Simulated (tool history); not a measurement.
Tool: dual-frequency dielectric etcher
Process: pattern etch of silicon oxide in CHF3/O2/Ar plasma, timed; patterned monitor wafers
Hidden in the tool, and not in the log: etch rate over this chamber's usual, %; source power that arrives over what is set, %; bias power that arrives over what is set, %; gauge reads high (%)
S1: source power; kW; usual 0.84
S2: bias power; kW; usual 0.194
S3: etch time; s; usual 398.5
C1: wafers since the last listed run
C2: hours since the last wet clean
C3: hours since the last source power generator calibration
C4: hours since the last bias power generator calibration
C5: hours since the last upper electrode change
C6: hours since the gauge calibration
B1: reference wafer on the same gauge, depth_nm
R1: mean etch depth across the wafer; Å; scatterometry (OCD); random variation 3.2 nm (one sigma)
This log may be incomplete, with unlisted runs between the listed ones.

run,day,S1,S2,S3,C1,C2,C3,C4,C5,C6,B1,R1
1,0,0.68,0.194,398.5,0,285.8,1941.4,3067.8,3748.9,135.2,705.8,8292
2,0.346,0.68,0.194,398.5,47,294.1,1949.7,3076.1,3757.2,143.5,705.2,8343
3,0.717,0.68,0.194,398.5,51,303,1958.6,3085,3766.1,152.4,705.3,8254
4,0.979,0.84,0.194,398.5,36,309.3,1964.9,3091.3,3772.4,158.7,705.7,8754
5,1.679,0.84,0.194,398.5,96,326.1,1981.7,3108.1,3789.2,175.5,706.3,8724
6,1.996,0.84,0.194,398.5,43,333.7,1989.3,3115.7,3796.8,183.1,705.5,8696
7,3.533,0.95,0.194,431,212,370.6,2026.2,3152.6,3833.7,220,705.4,9667
8,4.796,0.95,0.194,431,174,400.9,2056.5,3182.9,3864,250.3,706,9654
9,5.417,0.95,0.194,431,85,415.8,2071.4,3197.8,3878.9,265.2,706,9732
10,6.146,0.84,0.18,398.5,100,433.3,2088.9,3215.3,3896.4,282.7,705.9,8512
11,6.6,0.84,0.194,398.5,62,444.2,2099.8,3226.2,3907.3,293.6,706.7,8748
12,6.854,0.84,0.194,398.5,35,450.3,2105.9,3232.3,3913.4,299.7,706.4,8754
13,7.196,0.84,0.168,398.5,47,458.5,2114.1,3240.5,3921.6,307.9,707.2,8312
14,7.658,0.84,0.168,398.5,63,469.6,2125.2,3251.6,3932.7,319,705.9,8296
# day 8.1: gauge calibrated
# day 8.367: source power generator calibrated
15,8.388,0.9,0.194,398.5,77,487.1,0.5,3269.1,3950.2,6.9,706.2,8905
# day 9.688: upper electrode replaced
# day 9.954: wet clean of the chamber
16,9.975,1.05,0.194,398.5,44,0.5,38.6,3307.2,6.9,45,705.5,8224
17,9.992,1.02,0.229,398.5,2,0.9,39,3307.6,7.3,45.4,705.6,8778
18,10.008,0.84,0.18,485.5,2,1.3,39.4,3308,7.7,45.8,706.4,9343
19,10.433,0.76,0.226,478,58,11.5,49.6,3318.2,17.9,56,706.3,9826
# day 10.688: bias power generator calibrated
20,10.767,1.04,0.194,322,23,19.5,57.6,1.9,25.9,64,706.3,6670
21,11.067,0.84,0.194,398.5,41,26.7,64.8,9.1,33.1,71.2,705.7,7828
22,11.729,0.89,0.238,449,91,42.6,80.7,25,49,87.1,706.1,9697
23,12.225,0.84,0.194,398.5,68,54.5,92.6,36.9,60.9,99,706.5,7892
# day 13.671: wet clean of the chamber, repeated, since the last time left the tool worse
24,13.692,0.84,0.194,398.5,64,0.5,127.8,72.1,96.1,134.2,705.7,8397
25,13.712,0.84,0.194,506.5,2,1,128.3,72.6,96.6,134.7,706.5,10711
26,14.079,0.73,0.237,335,50,9.8,137.1,81.4,105.4,143.5,706,7457
27,14.567,0.84,0.194,398.5,67,21.5,148.8,93.1,117.1,155.2,705.7,8451
28,15.05,0.73,0.194,398.5,66,33.1,160.4,104.7,128.7,166.8,706.9,8311

Take each entry between the runs: how does the hidden state at the last listed run before it differ from the hidden state at the first listed run after it?
Run 14 -> run 15: gauge calibrated (day 8.1); source power generator calibrated (day 8.367)
  etch rate over this chamber's usual, %: 3.96 -> 4.09
  measured minus no-state result, R1: +316 -> +350 Å
Run 15 -> run 16: upper electrode replaced (day 9.688); wet clean of the chamber (day 9.954)
  etch rate over this chamber's usual, %: 4.09 -> -6.89
  measured minus no-state result, R1: +350 -> -609 Å
Run 19 -> run 20: bias power generator calibrated (day 10.688)
  etch rate over this chamber's usual, %: -6.81 -> -6.75
  measured minus no-state result, R1: -718 -> -483 Å
Run 23 -> run 24: wet clean of the chamber, repeated, since the last time left the tool worse (day 13.671)
  etch rate over this chamber's usual, %: -6.5 -> 0.243
  measured minus no-state result, R1: -549 -> +21 Å
